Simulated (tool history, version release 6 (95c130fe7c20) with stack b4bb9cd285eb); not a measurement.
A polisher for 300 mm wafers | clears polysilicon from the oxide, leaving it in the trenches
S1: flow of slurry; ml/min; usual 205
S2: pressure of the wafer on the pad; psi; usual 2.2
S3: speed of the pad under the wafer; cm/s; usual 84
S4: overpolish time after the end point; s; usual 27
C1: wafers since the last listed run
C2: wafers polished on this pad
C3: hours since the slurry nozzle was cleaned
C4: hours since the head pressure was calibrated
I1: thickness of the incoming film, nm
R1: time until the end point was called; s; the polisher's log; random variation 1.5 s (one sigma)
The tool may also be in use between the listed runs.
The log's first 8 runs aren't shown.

run,hour,S1,S2,S3,S4,C1,C2,C3,C4,I1,R1
9,215.4,160,2.2,84,27,150,1212,367.7,906.0,674.5,94.8
10,232.0,160,2.2,84,27,147,1360,384.3,922.6,668.5,94.2
11,246.9,205,2.2,84,27,132,1493,399.2,937.5,683.1,92.5
# hour 259.1: worn pad replaced by a new one
12,262.4,205,2.2,84,27,102,29,414.7,953.0,671.9,92.7
13,284.3,205,2.2,84,27,195,224,436.6,974.9,674.2,92.7
14,305.7,205,2.2,84,27,190,414,458.0,996.3,673.9,90.5
15,331.4,205,2.8,84,27,228,643,483.7,1022.0,681.2,80.4
16,365.3,205,2.4,84,31,301,945,517.6,1055.9,676.5,86.2
17,390.8,205,2.2,84,27,227,1172,543.1,1081.4,671.5,90.7
18,414.2,205,2.2,84,27,208,1381,566.5,1104.8,687.1,94.4
# hour 424.7: head pressure recalibrated
19,436.0,205,2.2,84,27,176,1557,588.3,11.3,683.9,86.6
# hour 446.6: worn pad replaced by a new one
20,449.3,205,2.2,84,35,82,24,601.6,24.6,681.8,85.7
21,470.4,205,2.2,84,27,187,211,622.7,45.7,691.2,91.3
22,492.8,205,1.7,100,27,199,411,645.1,68.1,690.7,91.3
23,510.0,205,2.5,100,27,153,564,662.3,85.3,675.8,71.4
24,536.8,260,1.9,70,27,238,803,689.1,112.1,669.0,105.1
25,549.2,250,1.7,84,27,110,913,701.5,124.5,684.8,102.3
26,583.2,250,2.2,84,37,302,1216,735.5,158.5,674.3,84.0
# hour 602.8: worn pad replaced by a new one
# hour 605.1: slurry nozzle cleaned
27,615.2,205,2.2,84,27,240,101,10.1,190.5,674.4,85.6
28,630.1,205,2.2,70,15,132,234,25.0,205.4,683.8,102.6
29,665.7,205,1.7,84,27,317,551,60.6,241.0,688.8,101.3
30,700.4,160,2.7,84,23,309,860,95.3,275.7,678.0,82.7
31,713.9,205,2.2,84,27,120,980,108.8,289.2,675.3,90.3
32,736.5,255,2.2,56,19,201,1181,131.4,311.8,670.5,117.4
# hour 760.9: worn pad replaced by a new one
33,766.6,175,2.2,84,27,232,50,161.5,341.9,680.9,89.7

Run 34 comes next. What will it give?
34,794.5,205,3.0,84,27,248,299,189.4,369.8,690.0,?

R1: 74.8 s
Without the tool's hidden state the same run would have given R1 72.7 s.
